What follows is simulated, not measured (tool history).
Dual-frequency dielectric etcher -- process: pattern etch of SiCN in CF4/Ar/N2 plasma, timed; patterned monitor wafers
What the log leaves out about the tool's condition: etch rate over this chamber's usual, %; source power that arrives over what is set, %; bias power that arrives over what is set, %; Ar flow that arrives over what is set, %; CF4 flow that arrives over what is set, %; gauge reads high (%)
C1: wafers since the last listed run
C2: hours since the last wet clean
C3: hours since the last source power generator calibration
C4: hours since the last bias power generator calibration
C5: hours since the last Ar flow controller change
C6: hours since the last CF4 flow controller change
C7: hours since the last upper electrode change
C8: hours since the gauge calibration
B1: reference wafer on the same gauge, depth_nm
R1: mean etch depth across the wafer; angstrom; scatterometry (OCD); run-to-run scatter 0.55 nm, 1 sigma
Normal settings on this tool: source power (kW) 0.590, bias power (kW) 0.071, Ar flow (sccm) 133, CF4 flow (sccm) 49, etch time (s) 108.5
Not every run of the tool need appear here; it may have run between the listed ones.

Run 1, hour 0.0: usual settings but source power (kW) 0.660, Ar flow (sccm) 155; C1 0; C2 548.6; C3 2346.8; C4 3455.0; C5 2211.5; C6 1551.5; C7 2754.1; C8 177.0; B1 88.9. Result: R1 1135 angstrom.
Run 2, hour 14.4: usual settings but source power (kW) 0.660, Ar flow (sccm) 155; C1 155; C2 563.0; C3 2361.2; C4 3469.4; C5 2225.9; C6 1565.9; C7 2768.5; C8 191.4; B1 89.2. Result: R1 1146 angstrom.
Run 3, hour 28.8: usual settings but source power (kW) 0.560; C1 155; C2 577.4; C3 2375.6; C4 3483.8; C5 2240.3; C6 1580.3; C7 2782.9; C8 205.8; B1 89.1. Result: R1 1006 angstrom.
Run 4, hour 38.8: usual settings but source power (kW) 0.560; C1 107; C2 587.4; C3 2385.6; C4 3493.8; C5 2250.3; C6 1590.3; C7 2792.9; C8 215.8; B1 88.9. Result: R1 1010 angstrom.
Run 5, hour 46.5: usual settings; C1 83; C2 595.1; C3 2393.3; C4 3501.5; C5 2258.0; C6 1598.0; C7 2800.6; C8 223.5; B1 89.0. Result: R1 1067 angstrom.
At hour 59.7: bias power generator calibrated.
Run 6, hour 61.4: usual settings; C1 117; C2 610.0; C3 2408.2; C4 1.7; C5 2272.9; C6 1612.9; C7 2815.5; C8 238.4; B1 89.0. Result: R1 1057 angstrom.
Run 7, hour 68.3: usual settings; C1 74; C2 616.9; C3 2415.1; C4 8.6; C5 2279.8; C6 1619.8; C7 2822.4; C8 245.3; B1 89.1. Result: R1 1068 angstrom.
At hour 79.3: source power generator calibrated.
At hour 90.4: Ar flow controller replaced.
At hour 91.4: CF4 flow controller replaced.
At hour 111.2: wet clean of the chamber.
Run 8, hour 111.7: usual settings; C1 136; C2 0.5; C3 32.4; C4 52.0; C5 21.3; C6 20.3; C7 2865.8; C8 288.7; B1 89.0. Result: R1 1006 angstrom.
Run 9, hour 112.0: usual settings but etch time (s) 96.5; C1 3; C2 0.8; C3 32.7; C4 52.3; C5 21.6; C6 20.6; C7 2866.1; C8 289.0; B1 88.9. Result: R1 904 angstrom.
Run 10, hour 112.4: usual settings but source power (kW) 0.660, Ar flow (sccm) 155; C1 4; C2 1.2; C3 33.1; C4 52.7; C5 22.0; C6 21.0; C7 2866.5; C8 289.4; B1 88.9. Result: R1 1084 angstrom.
Run 11, hour 125.1: usual settings but bias power (kW) 0.084, Ar flow (sccm) 155, etch time (s) 122.5; C1 137; C2 13.9; C3 45.8; C4 65.4; C5 34.7; C6 33.7; C7 2879.2; C8 302.1; B1 89.0. Result: R1 1188 angstrom.
At hour 136.4: gauge calibrated.
Run 12, hour 142.1: usual settings but bias power (kW) 0.079, etch time (s) 76.5; C1 183; C2 30.9; C3 62.8; C4 82.4; C5 51.7; C6 50.7; C7 2896.2; C8 5.7; B1 88.9. Result: R1 741 angstrom.
Run 13, hour 149.8: usual settings but Ar flow (sccm) 149, etch time (s) 125.0; C1 83; C2 38.6; C3 70.5; C4 90.1; C5 59.4; C6 58.4; C7 2903.9; C8 13.4; B1 89.2. Result: R1 1141 angstrom.
At hour 180.3: upper electrode replaced.
Run 14, hour 180.8: usual settings; C1 75; C2 69.6; C3 101.5; C4 121.1; C5 90.4; C6 89.4; C7 0.5; C8 44.4; B1 89.1. Result: R1 1011 angstrom.
Run 15, hour 181.2: usual settings but bias power (kW) 0.086, Ar flow (sccm) 121, etch time (s) 81.5; C1 4; C2 70.0; C3 101.9; C4 121.5; C5 90.8; C6 89.8; C7 0.9; C8 44.8; B1 88.9. Result: R1 846 angstrom.
Run 16, hour 188.0: usual settings but bias power (kW) 0.087; C1 73; C2 76.8; C3 108.7; C4 128.3; C5 97.6; C6 96.6; C7 7.7; C8 51.6; B1 88.9. Result: R1 1103 angstrom.
Run 17, hour 202.9: usual settings; C1 160; C2 91.7; C3 123.6; C4 143.2; C5 112.5; C6 111.5; C7 22.6; C8 66.5; B1 89.0. Result: R1 1013 angstrom.
Run 18, hour 217.2: usual settings but bias power (kW) 0.077, CF4 flow (sccm) 38; C1 154; C2 106.0; C3 137.9; C4 157.5; C5 126.8; C6 125.8; C7 36.9; C8 80.8; B1 89.2. Result: R1 1021 angstrom.
Run 19, hour 234.4: usual settings but Ar flow (sccm) 151, CF4 flow (sccm) 59; C1 185; C2 123.2; C3 155.1; C4 174.7; C5 144.0; C6 143.0; C7 54.1; C8 98.0; B1 89.0. Result: R1 1022 angstrom.
Run 20, hour 244.6: usual settings but CF4 flow (sccm) 43; C1 110; C2 133.4; C3 165.3; C4 184.9; C5 154.2; C6 153.2; C7 64.3; C8 108.2; B1 89.0. Result: R1 996 angstrom.
Run 21, hour 262.3: usual settings but bias power (kW) 0.076, Ar flow (sccm) 108; C1 191; C2 151.1; C3 183.0; C4 202.6; C5 171.9; C6 170.9; C7 82.0; C8 125.9; B1 88.9. Result: R1 1095 angstrom.

Subtracting, for every run, the result it would have given without the tool's unlogged condition from the measured result gives the following. The same run-to-run variation enters both numbers; the gauge's scatter may not:
run   R1
  1  +50
  2  +51
  3  +46
  4  +47
  5  +50
  6  +51
  7  +52
  8   -9
  9   -8
 10   -9
 11   -9
 12   -4
 13   -6
 14   -3
 15   -2
 16   -3
 17   +0
 18   +1
 19   +2
 20   +3
 21   +5
